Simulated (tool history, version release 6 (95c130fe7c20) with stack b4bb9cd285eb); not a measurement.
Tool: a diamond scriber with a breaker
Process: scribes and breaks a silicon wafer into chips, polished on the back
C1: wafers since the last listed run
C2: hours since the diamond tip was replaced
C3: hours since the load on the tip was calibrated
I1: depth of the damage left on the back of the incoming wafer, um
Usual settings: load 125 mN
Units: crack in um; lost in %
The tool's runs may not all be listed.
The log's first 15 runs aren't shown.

Run 16, hour 197.5: usual settings; C1 79; C2 42.1; C3 1125.5; I1 0.02. Result: crack 11.64 um, lost 1.65 %.
Run 17, hour 205.6: usual settings; C1 39; C2 50.2; C3 1133.6; I1 0.04. Result: crack 11.51 um, lost 1.77 %.
Run 18, hour 215.0: usual settings but load 152 mN; C1 45; C2 59.6; C3 1143.0; I1 0.04. Result: crack 14.13 um, lost 7.83 %.
Run 19, hour 224.1: usual settings; C1 43; C2 68.7; C3 1152.1; I1 0.03. Result: crack 11.85 um, lost 1.66 %.
Run 20, hour 241.9: usual settings but load 155 mN; C1 85; C2 86.5; C3 1169.9; I1 0.01. Result: crack 14.24 um, lost 8.69 %.
Run 21, hour 252.2: usual settings but load 159 mN; C1 49; C2 96.8; C3 1180.2; I1 0.02. Result: crack 14.22 um, lost 11.31 %.
Run 22, hour 267.9: usual settings but load 87 mN; C1 75; C2 112.5; C3 1195.9; I1 0.03. Result: crack 8.26 um, lost 32.11 %.
Run 23, hour 284.7: usual settings; C1 81; C2 129.3; C3 1212.7; I1 0.02. Result: crack 11.60 um, lost 1.68 %.

Run 24 comes next. What will it give?
Run 24, hour 290.9: usual settings but load 146 mN; C1 29; C2 135.5; C3 1218.9; I1 0.02. Result: crack ?, lost ?.

{"run 24": {"crack": 13.01, "lost": 4.11}}
Without the tool's hidden state the same run would have given crack 13.38 um, lost 5.65 %.
